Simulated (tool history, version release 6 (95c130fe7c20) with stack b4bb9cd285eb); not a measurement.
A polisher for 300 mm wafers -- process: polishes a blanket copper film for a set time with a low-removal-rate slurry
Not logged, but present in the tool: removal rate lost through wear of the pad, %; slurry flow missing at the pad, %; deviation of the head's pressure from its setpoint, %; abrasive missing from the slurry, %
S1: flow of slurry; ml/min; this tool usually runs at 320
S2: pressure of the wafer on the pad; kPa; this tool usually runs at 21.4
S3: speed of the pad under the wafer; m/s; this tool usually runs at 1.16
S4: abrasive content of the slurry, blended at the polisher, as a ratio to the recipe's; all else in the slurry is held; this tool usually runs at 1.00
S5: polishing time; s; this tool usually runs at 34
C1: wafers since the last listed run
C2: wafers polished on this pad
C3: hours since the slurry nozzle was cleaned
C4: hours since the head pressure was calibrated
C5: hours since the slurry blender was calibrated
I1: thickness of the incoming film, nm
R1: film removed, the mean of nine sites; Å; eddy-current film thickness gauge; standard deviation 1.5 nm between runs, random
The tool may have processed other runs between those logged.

Run 1, day 0.000: usual settings but S2 15.9 kPa; C1 0; C2 3; C3 762.3; C4 384.4; C5 24.6; I1 1215.4. Result: R1 962 Å.
Run 2, day 0.258: usual settings but S2 15.9 kPa; C1 42; C2 46; C3 768.5; C4 390.6; C5 30.8; I1 1203.0. Result: R1 973 Å.
Run 3, day 0.612: usual settings; C1 58; C2 104; C3 777.0; C4 399.1; C5 39.3; I1 1191.8. Result: R1 1303 Å.
Run 4, day 1.283: usual settings; C1 111; C2 216; C3 793.1; C4 415.2; C5 55.4; I1 1222.2. Result: R1 1277 Å.
Run 5, day 1.812: usual settings but S1 380 ml/min, S3 0.94 m/s; C1 87; C2 303; C3 805.8; C4 427.9; C5 68.1; I1 1205.1. Result: R1 1112 Å.
Run 6, day 2.283: usual settings but S5 42 s; C1 78; C2 382; C3 817.1; C4 439.2; C5 79.4; I1 1215.2. Result: R1 1610 Å.
At day 2.908: head pressure recalibrated.
Run 7, day 3.871: usual settings; C1 249; C2 631; C3 855.2; C4 23.1; C5 117.5; I1 1220.7. Result: R1 1311 Å.
At day 4.079: slurry nozzle cleaned.
Run 8, day 4.400: usual settings but S3 1.42 m/s; C1 80; C2 712; C3 7.7; C4 35.8; C5 130.2; I1 1238.3. Result: R1 1508 Å.
Run 9, day 4.854: usual settings but S2 16.5 kPa; C1 75; C2 787; C3 18.6; C4 46.7; C5 141.1; I1 1218.3. Result: R1 1006 Å.
Run 10, day 5.288: usual settings but S2 16.5 kPa; C1 71; C2 859; C3 29.0; C4 57.1; C5 151.5; I1 1218.4. Result: R1 1001 Å.
Run 11, day 5.729: usual settings but S2 16.5 kPa; C1 73; C2 932; C3 39.6; C4 67.7; C5 162.1; I1 1217.4. Result: R1 995 Å.
Run 12, day 6.096: usual settings but S2 26.9 kPa, S3 1.50 m/s; C1 60; C2 993; C3 48.4; C4 76.5; C5 170.9; I1 1226.6. Result: R1 2014 Å.
Run 13, day 6.533: usual settings but S1 230 ml/min, S2 15.9 kPa, S3 1.28 m/s, S4 1.15; C1 72; C2 1066; C3 58.9; C4 87.0; C5 181.4; I1 1207.5. Result: R1 1042 Å.
Run 14, day 6.875: usual settings but S1 375 ml/min, S2 26.2 kPa, S3 1.52 m/s, S4 0.75; C1 56; C2 1122; C3 67.1; C4 95.2; C5 189.6; I1 1222.5. Result: R1 1775 Å.
Run 15, day 7.579: usual settings; C1 116; C2 1239; C3 84.0; C4 112.1; C5 206.5; I1 1204.2. Result: R1 1287 Å.
Run 16, day 7.917: usual settings but S1 350 ml/min, S2 16.5 kPa, S3 0.98 m/s, S4 1.10; C1 55; C2 1295; C3 92.1; C4 120.2; C5 214.6; I1 1237.8. Result: R1 948 Å.
At day 8.233: worn pad replaced by a new one.
At day 9.800: slurry blender recalibrated.
Run 17, day 9.821: usual settings but S1 355 ml/min, S3 0.78 m/s; C1 274; C2 249; C3 137.8; C4 165.9; C5 0.5; I1 1199.4. Result: R1 997 Å.
Run 18, day 10.538: usual settings but S4 1.25, S5 38 s; C1 118; C2 368; C3 155.0; C4 183.1; C5 17.7; I1 1226.7. Result: R1 1527 Å.
Run 19, day 11.062: usual settings but S2 13.8 kPa; C1 87; C2 455; C3 167.6; C4 195.7; C5 30.3; I1 1220.0. Result: R1 848 Å.
Run 20, day 11.442: usual settings but S2 15.2 kPa, S3 1.34 m/s, S5 41 s; C1 62; C2 518; C3 176.7; C4 204.8; C5 39.4; I1 1216.2. Result: R1 1245 Å.
Run 21, day 12.096: usual settings but S2 14.5 kPa; C1 108; C2 626; C3 192.4; C4 220.5; C5 55.1; I1 1217.6. Result: R1 893 Å.
Run 22, day 12.821: usual settings but S1 430 ml/min; C1 120; C2 746; C3 209.8; C4 237.9; C5 72.5; I1 1231.8. Result: R1 1326 Å.
Run 23, day 13.154: usual settings but S1 270 ml/min, S3 1.00 m/s, S4 1.10; C1 55; C2 802; C3 217.8; C4 245.9; C5 80.5; I1 1217.6. Result: R1 1179 Å.
Run 24, day 13.767: usual settings but S3 0.84 m/s; C1 101; C2 903; C3 232.5; C4 260.6; C5 95.2; I1 1221.5. Result: R1 1043 Å.
Run 25, day 14.346: usual settings; C1 96; C2 999; C3 246.4; C4 274.5; C5 109.1; I1 1242.4. Result: R1 1323 Å.
Run 26, day 15.067: usual settings but S1 245 ml/min, S5 23 s; C1 119; C2 1119; C3 263.7; C4 291.8; C5 126.4; I1 1229.1. Result: R1 885 Å.
Run 27, day 15.425: usual settings; C1 59; C2 1178; C3 272.3; C4 300.4; C5 135.0; I1 1227.7. Result: R1 1305 Å.
At day 15.975: worn pad replaced by a new one.
Run 28, day 15.996: usual settings but S1 360 ml/min, S4 1.20, S5 37 s; C1 67; C2 3; C3 286.0; C4 314.1; C5 148.7; I1 1220.4. Result: R1 1466 Å.
Run 29, day 16.396: usual settings; C1 66; C2 69; C3 295.6; C4 323.7; C5 158.3; I1 1236.3. Result: R1 1284 Å.
Run 30, day 16.812: usual settings but S3 1.00 m/s, S5 27 s; C1 69; C2 139; C3 305.6; C4 333.7; C5 168.3; I1 1231.4. Result: R1 938 Å.
Run 31, day 17.371: usual settings; C1 92; C2 231; C3 319.0; C4 347.1; C5 181.7; I1 1219.6. Result: R1 1315 Å.

Across each entry between runs, compare the hidden state at the last listed run before it with the hidden state at the first listed run after it:
After run 6, before run 7: head pressure recalibrated (day 2.908)
  both runs share identical hidden conditions
After run 7, before run 8: slurry nozzle cleaned (day 4.079)
  both runs share identical hidden conditions
After run 16, before run 17: worn pad replaced by a new one (day 8.233); slurry blender recalibrated (day 9.800)
  both runs share identical hidden conditions
After run 27, before run 28: worn pad replaced by a new one (day 15.975)
  both runs share identical hidden conditions
